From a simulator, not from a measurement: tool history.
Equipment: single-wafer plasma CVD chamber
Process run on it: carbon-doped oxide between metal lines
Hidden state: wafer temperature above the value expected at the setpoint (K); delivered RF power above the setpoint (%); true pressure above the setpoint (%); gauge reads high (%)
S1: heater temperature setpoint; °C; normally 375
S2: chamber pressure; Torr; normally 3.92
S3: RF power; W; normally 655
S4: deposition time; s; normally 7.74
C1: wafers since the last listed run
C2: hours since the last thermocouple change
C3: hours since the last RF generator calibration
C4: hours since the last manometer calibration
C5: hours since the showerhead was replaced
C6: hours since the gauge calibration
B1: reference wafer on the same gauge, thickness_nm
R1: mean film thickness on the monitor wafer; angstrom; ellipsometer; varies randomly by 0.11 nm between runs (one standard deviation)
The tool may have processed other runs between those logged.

run 1 day=0 | S1=375 S2=3.92 S3=655 S4=7.74 | C1=0 C2=1184.3 C3=1430.4 C4=994.2 C5=3405.9 C6=519.5 | B1=36.702 | R1=403.79
run 2 day=1.592 | S1=375 S2=3.92 S3=655 S4=7.74 | C1=974 C2=1222.5 C3=1468.6 C4=1032.4 C5=3444.1 C6=557.7 | B1=36.685 | R1=404.09
-- day=3.425 RF generator calibrated
run 3 day=4.825 | S1=375 S2=3.92 S3=655 S4=7.74 | C1=1774 C2=1300.1 C3=33.6 C4=1110 C5=3521.7 C6=635.3 | B1=36.689 | R1=411.74
run 4 day=9.038 | S1=375 S2=3.92 S3=655 S4=7.74 | C1=2578 C2=1401.2 C3=134.7 C4=1211.1 C5=3622.8 C6=736.4 | B1=36.651 | R1=410.23
run 5 day=11.108 | S1=375 S2=3.92 S3=655 S4=7.74 | C1=1267 C2=1450.9 C3=184.4 C4=1260.8 C5=3672.5 C6=786.1 | B1=36.702 | R1=409.13
run 6 day=15.308 | S1=375 S2=3.92 S3=655 S4=7.74 | C1=2570 C2=1551.7 C3=285.2 C4=1361.6 C5=3773.3 C6=886.9 | B1=36.685 | R1=408.23
run 7 day=19.621 | S1=375 S2=3.92 S3=555 S4=7.74 | C1=2639 C2=1655.2 C3=388.7 C4=1465.1 C5=3876.8 C6=990.4 | B1=36.681 | R1=355.36
run 8 day=21.929 | S1=375 S2=3.92 S3=555 S4=7.74 | C1=1412 C2=1710.6 C3=444.1 C4=1520.5 C5=3932.2 C6=1045.8 | B1=36.706 | R1=355.74
run 9 day=25.904 | S1=375 S2=3.92 S3=655 S4=7.21 | C1=2432 C2=1806 C3=539.5 C4=1615.9 C5=4027.6 C6=1141.2 | B1=36.72 | R1=377.37
run 10 day=28.65 | S1=375 S2=3.92 S3=655 S4=7.74 | C1=1680 C2=1871.9 C3=605.4 C4=1681.8 C5=4093.5 C6=1207.1 | B1=36.688 | R1=405.18
-- day=32.129 showerhead replaced
run 11 day=32.929 | S1=375 S2=3.92 S3=655 S4=7.74 | C1=2415 C2=1974.6 C3=708.1 C4=1784.5 C5=19.2 C6=1309.8 | B1=36.695 | R1=404.1
run 12 day=35.029 | S1=375 S2=3.92 S3=655 S4=7.74 | C1=1285 C2=2025 C3=758.5 C4=1834.9 C5=69.6 C6=1360.2 | B1=36.705 | R1=404.88
run 13 day=38.325 | S1=375 S2=3.92 S3=655 S4=7.74 | C1=2017 C2=2104.1 C3=837.6 C4=1914 C5=148.7 C6=1439.3 | B1=36.718 | R1=406.59
run 14 day=42.529 | S1=375 S2=3.92 S3=655 S4=7.74 | C1=2573 C2=2205 C3=938.5 C4=2014.9 C5=249.6 C6=1540.2 | B1=36.685 | R1=407.52
-- day=46.45 capacitance manometer re-zeroed and calibrated
run 15 day=46.471 | S1=367 S2=3.92 S3=655 S4=7.1 | C1=2208 C2=2299.6 C3=1033.1 C4=0.5 C5=344.2 C6=1634.8 | B1=36.68 | R1=381.35
run 16 day=49.408 | S1=368 S2=3.92 S3=655 S4=7.74 | C1=1797 C2=2370.1 C3=1103.6 C4=71 C5=414.7 C6=1705.3 | B1=36.736 | R1=414.13
run 17 day=52.804 | S1=375 S2=3.92 S3=555 S4=7.74 | C1=2078 C2=2451.6 C3=1185.1 C4=152.5 C5=496.2 C6=1786.8 | B1=36.708 | R1=353.72
-- day=53.442 RF generator calibrated
-- day=54.25 gauge calibrated
run 18 day=57.254 | S1=380 S2=3.4 S3=775 S4=6.56 | C1=2519 C2=2558.4 C3=91.5 C4=259.3 C5=603 C6=72.1 | B1=36.699 | R1=380.38
run 19 day=60.962 | S1=375 S2=3.92 S3=655 S4=6.77 | C1=2269 C2=2647.4 C3=180.5 C4=348.3 C5=692 C6=161.1 | B1=36.707 | R1=358.13
-- day=64.262 thermocouple changed; heater temperature recalibrated
run 20 day=64.283 | S1=366 S2=3.43 S3=615 S4=6.5 | C1=1828 C2=0.5 C3=260.2 C4=428 C5=771.7 C6=240.8 | B1=36.723 | R1=322.2
run 21 day=68.633 | S1=375 S2=3.44 S3=765 S4=8.83 | C1=2662 C2=104.9 C3=364.6 C4=532.4 C5=876.1 C6=345.2 | B1=36.718 | R1=503.01
run 22 day=71.975 | S1=366 S2=3.92 S3=655 S4=6.21 | C1=2045 C2=185.1 C3=444.8 C4=612.6 C5=956.3 C6=425.4 | B1=36.73 | R1=332.41
run 23 day=75.358 | S1=375 S2=3.92 S3=655 S4=7.74 | C1=2070 C2=266.3 C3=526 C4=693.8 C5=1037.5 C6=506.6 | B1=36.704 | R1=401.57
run 24 day=77.212 | S1=387 S2=3.01 S3=730 S4=8.48 | C1=1134 C2=310.8 C3=570.5 C4=738.3 C5=1082 C6=551.1 | B1=36.735 | R1=446.01
run 25 day=78.938 | S1=387 S2=3.15 S3=755 S4=6.6 | C1=1055 C2=352.2 C3=611.9 C4=779.7 C5=1123.4 C6=592.5 | B1=36.694 | R1=357.72
run 26 day=88.779 | S1=375 S2=3.92 S3=655 S4=7.74 | C1=6023 C2=588.4 C3=848.1 C4=1015.9 C5=1359.6 C6=828.7 | B1=36.745 | R1=402.87
run 27 day=90.592 | S1=369 S2=4.8 S3=785 S4=7.74 | C1=1109 C2=631.9 C3=891.6 C4=1059.4 C5=1403.1 C6=872.2 | B1=36.7 | R1=490.9
run 28 day=92.267 | S1=375 S2=4.42 S3=705 S4=7.74 | C1=1025 C2=672.1 C3=931.8 C4=1099.6 C5=1443.3 C6=912.4 | B1=36.7 | R1=438.46

The tool's hidden state at each run:
true pressure above the setpoint (%): 0 across all the runs
gauge reads high (%): 0 across all the runs
H1: wafer temperature above the value expected at the setpoint (K)
H2: delivered RF power above the setpoint (%)
run=1 H1=-4.96 H2=-2.27
run=2 H1=-5.03 H2=-2.28
run=3 H1=-5.16 H2=-0.247
run=4 H1=-5.31 H2=-0.643
run=5 H1=-5.38 H2=-0.808
run=6 H1=-5.5 H2=-1.09
run=7 H1=-5.62 H2=-1.33
run=8 H1=-5.67 H2=-1.43
run=9 H1=-5.76 H2=-1.59
run=10 H1=-5.82 H2=-1.68
run=11 H1=-5.9 H2=-1.8
run=12 H1=-5.93 H2=-1.84
run=13 H1=-5.98 H2=-1.91
run=14 H1=-6.04 H2=-1.98
run=15 H1=-6.09 H2=-2.03
run=16 H1=-6.12 H2=-2.07
run=17 H1=-6.15 H2=-2.1
run=18 H1=-6.19 H2=-0.704
run=19 H1=-6.22 H2=-1.02
run=20 H1=-0.454 H2=-1.25
run=21 H1=-1.19 H2=-1.5
run=22 H1=-1.7 H2=-1.66
run=23 H1=-2.17 H2=-1.79
run=24 H1=-2.41 H2=-1.85
run=25 H1=-2.62 H2=-1.91
run=26 H1=-3.64 H2=-2.14
run=27 H1=-3.8 H2=-2.17
run=28 H1=-3.94 H2=-2.2
